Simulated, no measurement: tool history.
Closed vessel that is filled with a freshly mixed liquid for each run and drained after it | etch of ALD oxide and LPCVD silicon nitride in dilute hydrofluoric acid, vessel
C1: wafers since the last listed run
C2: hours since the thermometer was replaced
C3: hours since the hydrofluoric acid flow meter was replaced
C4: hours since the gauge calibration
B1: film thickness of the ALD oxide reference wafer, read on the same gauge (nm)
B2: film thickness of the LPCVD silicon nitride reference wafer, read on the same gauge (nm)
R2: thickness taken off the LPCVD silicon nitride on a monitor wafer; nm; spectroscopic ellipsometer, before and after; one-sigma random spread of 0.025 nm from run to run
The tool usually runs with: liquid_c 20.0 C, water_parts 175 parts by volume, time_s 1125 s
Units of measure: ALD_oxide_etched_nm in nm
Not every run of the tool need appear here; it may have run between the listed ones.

{"run": 1, "day": 0.0, "liquid_c": 20.0, "water_parts": 175, "time_s": 1125, "C1": 0, "C2": 2013.9, "C3": 1501.0, "C4": 205.3, "B1": 60.06, "B2": 39.979, "ALD_oxide_etched_nm": 40.52, "R2": 2.214}
{"run": 2, "day": 0.933, "liquid_c": 20.0, "water_parts": 175, "time_s": 1125, "C1": 931, "C2": 2036.3, "C3": 1523.4, "C4": 227.7, "B1": 59.99, "B2": 39.956, "ALD_oxide_etched_nm": 41.05, "R2": 2.163}
{"run": 3, "day": 3.279, "liquid_c": 20.0, "water_parts": 175, "time_s": 1395, "C1": 2342, "C2": 2092.6, "C3": 1579.7, "C4": 284.0, "B1": 60.03, "B2": 39.988, "ALD_oxide_etched_nm": 50.58, "R2": 2.665}
{"run": 4, "day": 4.179, "liquid_c": 20.0, "water_parts": 175, "time_s": 1125, "C1": 898, "C2": 2114.2, "C3": 1601.3, "C4": 305.6, "B1": 60.0, "B2": 39.995, "ALD_oxide_etched_nm": 40.17, "R2": 2.167}
{"run": 5, "day": 5.262, "liquid_c": 20.0, "water_parts": 175, "time_s": 1125, "C1": 1081, "C2": 2140.2, "C3": 1627.3, "C4": 331.6, "B1": 60.02, "B2": 40.006, "ALD_oxide_etched_nm": 40.32, "R2": 2.15}
{"run": 6, "day": 6.571, "liquid_c": 20.0, "water_parts": 175, "time_s": 1125, "C1": 1306, "C2": 2171.6, "C3": 1658.7, "C4": 363.0, "B1": 60.02, "B2": 40.02, "ALD_oxide_etched_nm": 40.4, "R2": 2.117}
{"day": 7.383, "done": "thermometer replaced"}
{"run": 7, "day": 7.646, "liquid_c": 20.0, "water_parts": 175, "time_s": 1520, "C1": 1031, "C2": 6.3, "C3": 1684.5, "C4": 388.8, "B1": 60.04, "B2": 40.036, "ALD_oxide_etched_nm": 59.68, "R2": 3.456}
{"run": 8, "day": 9.075, "liquid_c": 20.0, "water_parts": 175, "time_s": 1520, "C1": 1426, "C2": 40.6, "C3": 1718.8, "C4": 423.1, "B1": 60.0, "B2": 40.01, "ALD_oxide_etched_nm": 59.13, "R2": 3.417}
{"run": 9, "day": 10.071, "liquid_c": 22.0, "water_parts": 255, "time_s": 1430, "C1": 994, "C2": 64.5, "C3": 1742.7, "C4": 447.0, "B1": 60.01, "B2": 40.014, "ALD_oxide_etched_nm": 37.71, "R2": 2.484}
{"run": 10, "day": 10.962, "liquid_c": 17.5, "water_parts": 90, "time_s": 1520, "C1": 890, "C2": 85.9, "C3": 1764.1, "C4": 468.4, "B1": 60.0, "B2": 40.022, "ALD_oxide_etched_nm": 114.35, "R2": 5.412}
{"run": 11, "day": 11.642, "liquid_c": 21.5, "water_parts": 230, "time_s": 585, "C1": 678, "C2": 102.2, "C3": 1780.4, "C4": 484.7, "B1": 60.0, "B2": 40.019, "ALD_oxide_etched_nm": 17.49, "R2": 1.096}
{"run": 12, "day": 12.171, "liquid_c": 20.0, "water_parts": 115, "time_s": 1340, "C1": 528, "C2": 114.9, "C3": 1793.1, "C4": 497.4, "B1": 59.99, "B2": 39.95, "ALD_oxide_etched_nm": 84.2, "R2": 4.473}
{"run": 13, "day": 12.683, "liquid_c": 20.0, "water_parts": 205, "time_s": 745, "C1": 511, "C2": 127.2, "C3": 1805.4, "C4": 509.7, "B1": 59.94, "B2": 40.013, "ALD_oxide_etched_nm": 23.8, "R2": 1.414}
{"run": 14, "day": 14.088, "liquid_c": 20.0, "water_parts": 175, "time_s": 1125, "C1": 1402, "C2": 160.9, "C3": 1839.1, "C4": 543.4, "B1": 59.98, "B2": 39.997, "ALD_oxide_etched_nm": 43.1, "R2": 2.452}
{"day": 14.396, "done": "gauge calibrated"}
{"run": 15, "day": 15.333, "liquid_c": 20.0, "water_parts": 175, "time_s": 1395, "C1": 1243, "C2": 190.8, "C3": 1869.0, "C4": 22.5, "B1": 59.97, "B2": 40.004, "ALD_oxide_etched_nm": 53.53, "R2": 3.061}
{"run": 16, "day": 16.833, "liquid_c": 20.0, "water_parts": 175, "time_s": 1125, "C1": 1497, "C2": 226.8, "C3": 1905.0, "C4": 58.5, "B1": 60.01, "B2": 40.017, "ALD_oxide_etched_nm": 43.08, "R2": 2.503}
{"run": 17, "day": 18.167, "liquid_c": 21.5, "water_parts": 130, "time_s": 1125, "C1": 1331, "C2": 258.8, "C3": 1937.0, "C4": 90.5, "B1": 60.02, "B2": 40.011, "ALD_oxide_etched_nm": 65.25, "R2": 3.634}
{"day": 19.979, "done": "hydrofluoric acid flow meter replaced"}
{"run": 18, "day": 20.542, "liquid_c": 20.0, "water_parts": 145, "time_s": 1125, "C1": 2329, "C2": 315.8, "C3": 13.5, "C4": 147.5, "B1": 60.01, "B2": 39.989, "ALD_oxide_etched_nm": 62.09, "R2": 3.367}
{"run": 19, "day": 21.562, "liquid_c": 23.5, "water_parts": 175, "time_s": 1125, "C1": 1019, "C2": 340.3, "C3": 38.0, "C4": 172.0, "B1": 59.99, "B2": 40.019, "ALD_oxide_etched_nm": 58.24, "R2": 3.453}
{"run": 20, "day": 22.088, "liquid_c": 24.0, "water_parts": 90, "time_s": 600, "C1": 524, "C2": 352.9, "C3": 50.6, "C4": 184.6, "B1": 59.97, "B2": 40.019, "ALD_oxide_etched_nm": 66.33, "R2": 3.675}
{"run": 21, "day": 23.421, "liquid_c": 24.0, "water_parts": 110, "time_s": 625, "C1": 1331, "C2": 384.9, "C3": 82.6, "C4": 216.6, "B1": 60.0, "B2": 40.024, "ALD_oxide_etched_nm": 54.78, "R2": 3.12}
{"run": 22, "day": 24.796, "liquid_c": 20.0, "water_parts": 245, "time_s": 470, "C1": 1372, "C2": 417.9, "C3": 115.6, "C4": 249.6, "B1": 60.03, "B2": 40.026, "ALD_oxide_etched_nm": 13.92, "R2": 0.839}
{"run": 23, "day": 25.825, "liquid_c": 20.0, "water_parts": 175, "time_s": 1125, "C1": 1027, "C2": 442.6, "C3": 140.3, "C4": 274.3, "B1": 60.03, "B2": 39.95, "ALD_oxide_etched_nm": 49.61, "R2": 2.755}
{"run": 24, "day": 26.808, "liquid_c": 22.0, "water_parts": 175, "time_s": 1125, "C1": 981, "C2": 466.2, "C3": 163.9, "C4": 297.9, "B1": 60.0, "B2": 40.037, "ALD_oxide_etched_nm": 52.78, "R2": 3.066}
{"run": 25, "day": 28.212, "liquid_c": 22.5, "water_parts": 145, "time_s": 565, "C1": 1402, "C2": 499.9, "C3": 197.6, "C4": 331.6, "B1": 59.98, "B2": 39.95, "ALD_oxide_etched_nm": 34.1, "R2": 1.933}

State the hidden condition of the tool at each of the runs:
gauge reads high (%): 0 across all the runs
H1: liquid colder than its thermometer reads (K)
H2: hydrofluoric acid flow below the setpoint (%)
run=1 H1=2.51 H2=11.1
run=2 H1=2.54 H2=11.2
run=3 H1=2.6 H2=11.6
run=4 H1=2.63 H2=11.7
run=5 H1=2.66 H2=11.9
run=6 H1=2.69 H2=12.1
run=7 H1=0.0549 H2=12.2
run=8 H1=0.095 H2=12.4
run=9 H1=0.123 H2=12.6
run=10 H1=0.148 H2=12.7
run=11 H1=0.167 H2=12.8
run=12 H1=0.182 H2=12.9
run=13 H1=0.196 H2=13
run=14 H1=0.236 H2=13.2
run=15 H1=0.271 H2=13.3
run=16 H1=0.313 H2=13.6
run=17 H1=0.35 H2=13.8
run=18 H1=0.417 H2=0.736
run=19 H1=0.445 H2=0.886
run=20 H1=0.46 H2=0.964
run=21 H1=0.498 H2=1.16
run=22 H1=0.536 H2=1.36
run=23 H1=0.565 H2=1.52
run=24 H1=0.593 H2=1.66
run=25 H1=0.632 H2=1.87
